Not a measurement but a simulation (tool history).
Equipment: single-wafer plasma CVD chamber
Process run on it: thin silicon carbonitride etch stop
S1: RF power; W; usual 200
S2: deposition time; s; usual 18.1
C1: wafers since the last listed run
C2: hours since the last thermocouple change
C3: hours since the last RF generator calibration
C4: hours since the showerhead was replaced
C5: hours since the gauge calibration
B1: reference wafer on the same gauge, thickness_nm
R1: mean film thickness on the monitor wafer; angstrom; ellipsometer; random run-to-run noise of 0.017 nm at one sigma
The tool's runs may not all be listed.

Run 1, hour 0.0: usual settings; C1 0; C2 1628.0; C3 958.2; C4 2829.5; C5 319.4; B1 9.300. Result: R1 102.88 angstrom.
Run 2, hour 9.2: usual settings; C1 339; C2 1637.2; C3 967.4; C4 2838.7; C5 328.6; B1 9.303. Result: R1 103.22 angstrom.
Run 3, hour 16.5: usual settings but S1 220 W; C1 269; C2 1644.5; C3 974.7; C4 2846.0; C5 335.9; B1 9.303. Result: R1 105.46 angstrom.
Run 4, hour 23.5: usual settings but S1 220 W; C1 258; C2 1651.5; C3 981.7; C4 2853.0; C5 342.9; B1 9.299. Result: R1 105.50 angstrom.
Run 5, hour 36.1: usual settings but S1 220 W; C1 465; C2 1664.1; C3 994.3; C4 2865.6; C5 355.5; B1 9.299. Result: R1 105.47 angstrom.
Run 6, hour 51.8: usual settings; C1 580; C2 1679.8; C3 1010.0; C4 2881.3; C5 371.2; B1 9.302. Result: R1 103.08 angstrom.
Run 7, hour 60.2: usual settings; C1 310; C2 1688.2; C3 1018.4; C4 2889.7; C5 379.6; B1 9.297. Result: R1 103.33 angstrom.
Run 8, hour 77.1: usual settings; C1 624; C2 1705.1; C3 1035.3; C4 2906.6; C5 396.5; B1 9.302. Result: R1 103.02 angstrom.
At hour 78.5: gauge calibrated.
At hour 85.3: showerhead replaced.
Run 9, hour 87.0: usual settings; C1 70; C2 1715.0; C3 1045.2; C4 1.7; C5 8.5; B1 9.300. Result: R1 102.62 angstrom.
Run 10, hour 99.2: usual settings; C1 450; C2 1727.2; C3 1057.4; C4 13.9; C5 20.7; B1 9.298. Result: R1 102.79 angstrom.
Run 11, hour 107.0: usual settings but S2 19.4 s; C1 288; C2 1735.0; C3 1065.2; C4 21.7; C5 28.5; B1 9.300. Result: R1 110.29 angstrom.
Run 12, hour 120.8: usual settings but S2 15.4 s; C1 509; C2 1748.8; C3 1079.0; C4 35.5; C5 42.3; B1 9.301. Result: R1 87.39 angstrom.
Run 13, hour 129.8: usual settings but S1 220 W; C1 332; C2 1757.8; C3 1088.0; C4 44.5; C5 51.3; B1 9.299. Result: R1 105.21 angstrom.
Run 14, hour 142.8: usual settings but S1 165 W, S2 19.0 s; C1 480; C2 1770.8; C3 1101.0; C4 57.5; C5 64.3; B1 9.295. Result: R1 102.87 angstrom.
Run 15, hour 160.0: usual settings but S1 230 W; C1 635; C2 1788.0; C3 1118.2; C4 74.7; C5 81.5; B1 9.297. Result: R1 106.15 angstrom.
Run 16, hour 166.5: usual settings but S1 230 W, S2 15.5 s; C1 240; C2 1794.5; C3 1124.7; C4 81.2; C5 88.0; B1 9.301. Result: R1 90.85 angstrom.
At hour 183.2: RF generator calibrated.
At hour 186.0: thermocouple changed; heater temperature recalibrated.
Run 17, hour 186.5: usual settings but S1 220 W, S2 21.3 s; C1 338; C2 0.5; C3 3.3; C4 101.2; C5 108.0; B1 9.300. Result: R1 125.39 angstrom.
Run 18, hour 192.9: usual settings; C1 236; C2 6.9; C3 9.7; C4 107.6; C5 114.4; B1 9.294. Result: R1 104.14 angstrom.
Run 19, hour 208.1: usual settings but S1 165 W, S2 19.5 s; C1 561; C2 22.1; C3 24.9; C4 122.8; C5 129.6; B1 9.301. Result: R1 107.41 angstrom.
Run 20, hour 224.6: usual settings but S1 225 W, S2 19.7 s; C1 609; C2 38.6; C3 41.4; C4 139.3; C5 146.1; B1 9.298. Result: R1 116.65 angstrom.
Run 21, hour 233.6: usual settings but S1 225 W, S2 20.3 s; C1 332; C2 47.6; C3 50.4; C4 148.3; C5 155.1; B1 9.297. Result: R1 120.21 angstrom.
Run 22, hour 247.1: usual settings but S2 20.9 s; C1 498; C2 61.1; C3 63.9; C4 161.8; C5 168.6; B1 9.300. Result: R1 120.16 angstrom.
Run 23, hour 256.3: usual settings but S1 220 W, S2 19.5 s; C1 339; C2 70.3; C3 73.1; C4 171.0; C5 177.8; B1 9.302. Result: R1 115.10 angstrom.
Run 24, hour 273.8: usual settings; C1 646; C2 87.8; C3 90.6; C4 188.5; C5 195.3; B1 9.300. Result: R1 104.17 angstrom.
Run 25, hour 284.2: usual settings but S1 170 W, S2 19.1 s; C1 384; C2 98.2; C3 101.0; C4 198.9; C5 205.7; B1 9.300. Result: R1 106.04 angstrom.
Run 26, hour 295.1: usual settings but S1 175 W, S2 16.2 s; C1 402; C2 109.1; C3 111.9; C4 209.8; C5 216.6; B1 9.306. Result: R1 90.30 angstrom.
Run 27, hour 304.6: usual settings but S1 165 W, S2 15.3 s; C1 351; C2 118.6; C3 121.4; C4 219.3; C5 226.1; B1 9.297. Result: R1 84.07 angstrom.
Run 28, hour 319.9: usual settings but S1 210 W, S2 15.2 s; C1 565; C2 133.9; C3 136.7; C4 234.6; C5 241.4; B1 9.300. Result: R1 88.53 angstrom.
Run 29, hour 334.2: usual settings but S1 180 W; C1 528; C2 148.2; C3 151.0; C4 248.9; C5 255.7; B1 9.301. Result: R1 101.49 angstrom.
Run 30, hour 345.1: usual settings; C1 402; C2 159.1; C3 161.9; C4 259.8; C5 266.6; B1 9.302. Result: R1 104.18 angstrom.
Run 31, hour 352.6: usual settings but S1 225 W, S2 16.3 s; C1 277; C2 166.6; C3 169.4; C4 267.3; C5 274.1; B1 9.302. Result: R1 96.28 angstrom.
Run 32, hour 361.5: usual settings but S1 165 W, S2 21.2 s; C1 328; C2 175.5; C3 178.3; C4 276.2; C5 283.0; B1 9.299. Result: R1 116.38 angstrom.
Run 33, hour 375.0: usual settings but S1 215 W, S2 15.6 s; C1 498; C2 189.0; C3 191.8; C4 289.7; C5 296.5; B1 9.298. Result: R1 91.33 angstrom.
Run 34, hour 390.0: usual settings but S1 230 W, S2 16.5 s; C1 554; C2 204.0; C3 206.8; C4 304.7; C5 311.5; B1 9.302. Result: R1 98.13 angstrom.
Run 35, hour 401.5: usual settings but S1 235 W, S2 20.4 s; C1 424; C2 215.5; C3 218.3; C4 316.2; C5 323.0; B1 9.294. Result: R1 122.04 angstrom.

Predict the results of run 36:
Run 36, hour 414.2: usual settings but S1 190 W, S2 20.0 s; C1 469; C2 228.2; C3 231.0; C4 328.9; C5 335.7; B1 ?. Result: R1 ?.

{"run 36": {"B1": 9.302, "R1": 113.77}}
If the tool had no hidden condition, the same run with the same run-to-run variation would have returned R1 113.91 angstrom.
